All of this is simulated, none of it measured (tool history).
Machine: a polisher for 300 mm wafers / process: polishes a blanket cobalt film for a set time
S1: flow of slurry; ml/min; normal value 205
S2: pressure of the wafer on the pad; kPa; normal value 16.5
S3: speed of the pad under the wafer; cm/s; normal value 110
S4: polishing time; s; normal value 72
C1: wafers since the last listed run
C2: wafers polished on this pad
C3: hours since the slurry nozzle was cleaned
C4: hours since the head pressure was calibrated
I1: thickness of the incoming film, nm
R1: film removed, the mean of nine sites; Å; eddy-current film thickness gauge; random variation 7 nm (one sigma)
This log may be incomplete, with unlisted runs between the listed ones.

Run 1, day 0: usual settings; C1 0; C2 984; C3 82.2; C4 598.1; I1 1452.3. Result: R1 4933 Å.
At day 1.096: worn pad replaced by a new one.
Run 2, day 1.521: usual settings; C1 368; C2 115; C3 118.7; C4 634.6; I1 1435. Result: R1 4881 Å.
Run 3, day 2.771: usual settings but S1 185 ml/min; C1 340; C2 456; C3 148.7; C4 664.6; I1 1429.5. Result: R1 4725 Å.
Run 4, day 3.471: usual settings but S1 185 ml/min; C1 190; C2 646; C3 165.5; C4 681.4; I1 1437.1. Result: R1 4834 Å.
Run 5, day 4.796: usual settings but S4 85 s; C1 360; C2 1007; C3 197.3; C4 713.2; I1 1427.7. Result: R1 5834 Å.
Run 6, day 5.588: usual settings but S4 85 s; C1 215; C2 1222; C3 216.3; C4 732.2; I1 1411.5. Result: R1 5612 Å.
At day 6.104: worn pad replaced by a new one.
Run 7, day 6.758: usual settings; C1 273; C2 178; C3 244.4; C4 760.3; I1 1430.7. Result: R1 4875 Å.
Run 8, day 8.142: usual settings; C1 376; C2 554; C3 277.6; C4 793.5; I1 1430.3. Result: R1 4815 Å.
Run 9, day 9.092: usual settings but S1 190 ml/min; C1 258; C2 813; C3 300.4; C4 816.3; I1 1455.1. Result: R1 4816 Å.
Run 10, day 10.079: usual settings but S1 160 ml/min, S2 13.1 kPa, S3 78 cm/s, S4 58 s; C1 268; C2 1082; C3 324.1; C4 840; I1 1427.9. Result: R1 2232 Å.
Run 11, day 11.383: usual settings but S1 225 ml/min; C1 355; C2 1437; C3 355.4; C4 871.3; I1 1440.7. Result: R1 4857 Å.
At day 11.783: worn pad replaced by a new one.
Run 12, day 12.292: usual settings but S1 235 ml/min, S2 20 kPa, S3 132 cm/s, S4 86 s; C1 201; C2 138; C3 377.2; C4 893.1; I1 1420.6. Result: R1 8175 Å.
Run 13, day 12.883: usual settings; C1 161; C2 299; C3 391.4; C4 907.3; I1 1441.6. Result: R1 4822 Å.
At day 13.325: head pressure recalibrated.
Run 14, day 14.108: usual settings but S1 175 ml/min, S3 98 cm/s, S4 93 s; C1 310; C2 610; C3 420.8; C4 18.8; I1 1425.3. Result: R1 5591 Å.
At day 14.471: slurry nozzle cleaned.
Run 15, day 15.246: usual settings but S3 130 cm/s, S4 60 s; C1 298; C2 908; C3 18.6; C4 46.1; I1 1408.4. Result: R1 4831 Å.
Run 16, day 15.896: usual settings; C1 176; C2 1085; C3 34.2; C4 61.7; I1 1427.9. Result: R1 4861 Å.
At day 16.962: worn pad replaced by a new one.
Run 17, day 17.304: usual settings; C1 338; C2 93; C3 68; C4 95.5; I1 1427.6. Result: R1 4771 Å.
Run 18, day 18.746: usual settings but S2 20.7 kPa, S3 138 cm/s; C1 392; C2 485; C3 102.6; C4 130.1; I1 1423.9. Result: R1 7177 Å.
Run 19, day 20.117: usual settings but S1 190 ml/min; C1 373; C2 859; C3 135.5; C4 163; I1 1429.2. Result: R1 4866 Å.

State the hidden condition of the tool at each of the runs:
removal rate lost through wear of the pad, %: 0 across all the runs
slurry flow missing at the pad, %: 0 across all the runs
deviation of the head's pressure from its setpoint, %: 0 across all the runs
